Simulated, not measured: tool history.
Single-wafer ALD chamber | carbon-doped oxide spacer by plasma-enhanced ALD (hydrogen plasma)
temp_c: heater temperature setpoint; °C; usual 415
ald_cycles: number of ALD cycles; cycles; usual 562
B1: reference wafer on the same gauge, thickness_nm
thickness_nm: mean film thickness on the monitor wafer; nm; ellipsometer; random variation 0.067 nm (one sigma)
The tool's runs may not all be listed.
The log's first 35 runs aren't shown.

run 36 hour=1711.8 | temp_c=400 ald_cycles=614 | B1=24.416 | thickness_nm=30.685
run 37 hour=1735.8 | temp_c=424 ald_cycles=562 | B1=24.387 | thickness_nm=26.150
run 38 hour=1806.7 | temp_c=424 ald_cycles=522 | B1=24.400 | thickness_nm=24.431
run 39 hour=1853.0 | temp_c=405 ald_cycles=469 | B1=24.391 | thickness_nm=23.348
run 40 hour=1878.3 | temp_c=421 ald_cycles=562 | B1=24.395 | thickness_nm=26.434
run 41 hour=1933.5 | temp_c=404 ald_cycles=633 | B1=24.403 | thickness_nm=31.595
run 42 hour=1976.8 | temp_c=426 ald_cycles=641 | B1=24.389 | thickness_nm=29.696
run 43 hour=2014.3 | temp_c=403 ald_cycles=597 | B1=24.397 | thickness_nm=29.825
run 44 hour=2061.5 | temp_c=405 ald_cycles=603 | B1=24.384 | thickness_nm=30.216
run 45 hour=2121.9 | temp_c=415 ald_cycles=562 | B1=24.398 | thickness_nm=27.060

5 ways to go on from here, each from the tool as it stands after run 45. What would each give?
run A hour=2123.2 | temp_c=415 ald_cycles=645 | B1=? | thickness_nm=?
run B hour=2123.2 | temp_c=420 ald_cycles=562 | B1=? | thickness_nm=?
run C hour=2123.2 | temp_c=427 ald_cycles=645 | B1=? | thickness_nm=?
run D hour=2123.2 | temp_c=427 ald_cycles=562 | B1=? | thickness_nm=?
run E hour=2123.2 | temp_c=400 ald_cycles=475 | B1=? | thickness_nm=?

run=A B1=24.413 thickness_nm=31.129
run=B B1=24.413 thickness_nm=26.643
run=C B1=24.413 thickness_nm=29.807
run=D B1=24.413 thickness_nm=25.971
run=E B1=24.413 thickness_nm=23.722
Without the tool's hidden state the same runs would have given:
run=A thickness_nm=30.763
run=B thickness_nm=26.324
run=C thickness_nm=29.441
run=D thickness_nm=25.652
run=E thickness_nm=23.722
